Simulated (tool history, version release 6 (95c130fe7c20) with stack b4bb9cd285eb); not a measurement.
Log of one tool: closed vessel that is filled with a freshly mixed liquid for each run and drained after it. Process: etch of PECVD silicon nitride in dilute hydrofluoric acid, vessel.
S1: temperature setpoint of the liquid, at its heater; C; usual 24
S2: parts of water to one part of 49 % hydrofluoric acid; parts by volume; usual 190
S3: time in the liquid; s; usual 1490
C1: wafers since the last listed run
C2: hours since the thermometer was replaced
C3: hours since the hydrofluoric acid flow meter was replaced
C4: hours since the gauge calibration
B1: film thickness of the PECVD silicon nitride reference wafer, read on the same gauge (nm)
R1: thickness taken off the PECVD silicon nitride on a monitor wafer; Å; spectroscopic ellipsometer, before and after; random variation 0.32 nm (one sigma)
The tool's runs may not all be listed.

{"run": 1, "day": 0.0, "S1": 25, "S2": 190, "S3": 1930, "C1": 0, "C2": 2831.8, "C3": 1138.3, "C4": 414.9, "B1": 89.23, "R1": 647.2}
{"run": 2, "day": 2.7, "S1": 24, "S2": 190, "S3": 1490, "C1": 3171, "C2": 2896.6, "C3": 1203.1, "C4": 479.7, "B1": 88.91, "R1": 470.8}
{"run": 3, "day": 5.175, "S1": 24, "S2": 190, "S3": 1490, "C1": 2907, "C2": 2956.0, "C3": 1262.5, "C4": 539.1, "B1": 88.63, "R1": 467.1}
{"run": 4, "day": 7.688, "S1": 24, "S2": 190, "S3": 1490, "C1": 2951, "C2": 3016.3, "C3": 1322.8, "C4": 599.4, "B1": 88.25, "R1": 469.6}
{"run": 5, "day": 9.642, "S1": 24, "S2": 190, "S3": 1490, "C1": 2295, "C2": 3063.2, "C3": 1369.7, "C4": 646.3, "B1": 87.97, "R1": 456.5}
{"run": 6, "day": 12.317, "S1": 24, "S2": 190, "S3": 1490, "C1": 3142, "C2": 3127.4, "C3": 1433.9, "C4": 710.5, "B1": 87.49, "R1": 463.4}
{"day": 12.604, "done": "thermometer replaced"}
{"run": 7, "day": 14.608, "S1": 24, "S2": 190, "S3": 1490, "C1": 2643, "C2": 48.1, "C3": 1488.9, "C4": 765.5, "B1": 87.1, "R1": 453.4}
{"day": 15.038, "done": "gauge calibrated"}
{"day": 16.829, "done": "hydrofluoric acid flow meter replaced"}
{"run": 8, "day": 17.2, "S1": 24, "S2": 155, "S3": 1860, "C1": 2995, "C2": 110.3, "C3": 8.9, "C4": 51.9, "B1": 90.06, "R1": 729.3}
{"run": 9, "day": 19.242, "S1": 20, "S2": 125, "S3": 1490, "C1": 2398, "C2": 159.3, "C3": 57.9, "C4": 100.9, "B1": 90.0, "R1": 553.1}
{"run": 10, "day": 20.808, "S1": 24, "S2": 130, "S3": 1125, "C1": 1840, "C2": 196.9, "C3": 95.5, "C4": 138.5, "B1": 89.97, "R1": 524.5}

The next listed run, before its measurement:
{"run": 11, "day": 23.642, "S1": 22, "S2": 165, "S3": 1490, "C1": 3328, "C2": 264.9, "C3": 163.5, "C4": 206.5, "B1": "?", "R1": "?"}

B1: 89.82
R1: 479.2 Å
Without the tool's hidden state the same run would have given R1 480.1 Å.
